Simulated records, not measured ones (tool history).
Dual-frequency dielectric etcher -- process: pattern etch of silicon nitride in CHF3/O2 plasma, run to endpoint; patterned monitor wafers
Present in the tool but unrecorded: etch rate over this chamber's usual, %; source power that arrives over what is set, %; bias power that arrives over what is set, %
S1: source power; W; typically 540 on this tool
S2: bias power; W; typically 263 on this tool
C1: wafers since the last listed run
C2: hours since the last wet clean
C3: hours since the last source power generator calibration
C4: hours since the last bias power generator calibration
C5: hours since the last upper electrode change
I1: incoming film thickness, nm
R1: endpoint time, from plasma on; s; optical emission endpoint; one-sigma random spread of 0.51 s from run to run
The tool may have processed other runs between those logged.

run,hour,S1,S2,C1,C2,C3,C4,C5,I1,R1
1,0.0,540,263,0,326.6,3690.3,4040.6,6182.2,103.3,56.5
2,11.1,540,263,141,337.7,3701.4,4051.7,6193.3,103.2,57.0
3,27.0,540,263,201,353.6,3717.3,4067.6,6209.2,103.6,58.2
4,43.6,540,263,210,370.2,3733.9,4084.2,6225.8,102.9,56.2
5,58.5,540,293,189,385.1,3748.8,4099.1,6240.7,104.9,56.4
6,67.5,540,293,114,394.1,3757.8,4108.1,6249.7,104.4,55.7
7,73.7,540,293,78,400.3,3764.0,4114.3,6255.9,102.8,55.3
8,85.5,540,263,149,412.1,3775.8,4126.1,6267.7,103.8,57.1
9,102.5,540,221,215,429.1,3792.8,4143.1,6284.7,103.9,58.6
10,132.5,540,221,381,459.1,3822.8,4173.1,6314.7,104.1,58.6
# hour 141.5: source power generator calibrated
11,145.7,540,284,116,472.3,4.2,4186.3,6327.9,103.3,55.1
12,154.5,540,263,111,481.1,13.0,4195.1,6336.7,102.5,54.9
13,166.2,540,263,148,492.8,24.7,4206.8,6348.4,103.0,56.1
14,175.1,540,263,113,501.7,33.6,4215.7,6357.3,103.4,56.0
15,187.6,460,263,158,514.2,46.1,4228.2,6369.8,102.6,58.2
16,202.6,670,219,190,529.2,61.1,4243.2,6384.8,102.0,53.8
17,209.9,450,263,92,536.5,68.4,4250.5,6392.1,103.3,57.9
18,218.0,640,198,102,544.6,76.5,4258.6,6400.2,102.9,55.2
# hour 240.6: bias power generator calibrated
# hour 244.0: upper electrode replaced
# hour 250.6: wet clean of the chamber
19,251.1,540,263,243,0.5,109.6,10.5,7.1,103.2,59.3
20,251.4,540,263,3,0.8,109.9,10.8,7.4,102.8,58.5
21,287.4,540,327,457,36.8,145.9,46.8,43.4,103.3,56.8
22,304.7,540,263,219,54.1,163.2,64.1,60.7,103.4,58.5
23,321.9,540,263,218,71.3,180.4,81.3,77.9,102.9,58.1
24,333.8,540,263,151,83.2,192.3,93.2,89.8,102.9,58.9
25,344.8,540,223,139,94.2,203.3,104.2,100.8,103.0,59.3
26,355.6,670,263,137,105.0,214.1,115.0,111.6,104.2,55.4
27,370.5,540,242,189,119.9,229.0,129.9,126.5,102.9,59.1
28,379.0,540,294,107,128.4,237.5,138.4,135.0,103.2,56.7
29,393.1,540,263,179,142.5,251.6,152.5,149.1,102.3,57.9
30,406.2,590,241,166,155.6,264.7,165.6,162.2,104.2,57.9
31,415.7,670,294,120,165.1,274.2,175.1,171.7,104.5,54.2
32,422.6,500,263,87,172.0,281.1,182.0,178.6,103.4,58.8
33,431.9,540,215,118,181.3,290.4,191.3,187.9,104.1,60.4
34,439.9,500,221,101,189.3,298.4,199.3,195.9,103.3,61.7

What the log doesn't show, run by run:
source power that arrives over what is set, %: 0 in every run
bias power that arrives over what is set, %: 0 in every run
H1: etch rate over this chamber's usual, %
run,H1
1,3.16
2,3.27
3,3.43
4,3.59
5,3.74
6,3.83
7,3.89
8,4.01
9,4.18
10,4.48
11,4.62
12,4.7
13,4.82
14,4.91
15,5.04
16,5.19
17,5.26
18,5.34
19,-0.195
20,-0.192
21,0.169
22,0.342
23,0.515
24,0.634
25,0.744
26,0.852
27,1
28,1.09
29,1.23
30,1.36
31,1.45
32,1.52
33,1.62
34,1.7

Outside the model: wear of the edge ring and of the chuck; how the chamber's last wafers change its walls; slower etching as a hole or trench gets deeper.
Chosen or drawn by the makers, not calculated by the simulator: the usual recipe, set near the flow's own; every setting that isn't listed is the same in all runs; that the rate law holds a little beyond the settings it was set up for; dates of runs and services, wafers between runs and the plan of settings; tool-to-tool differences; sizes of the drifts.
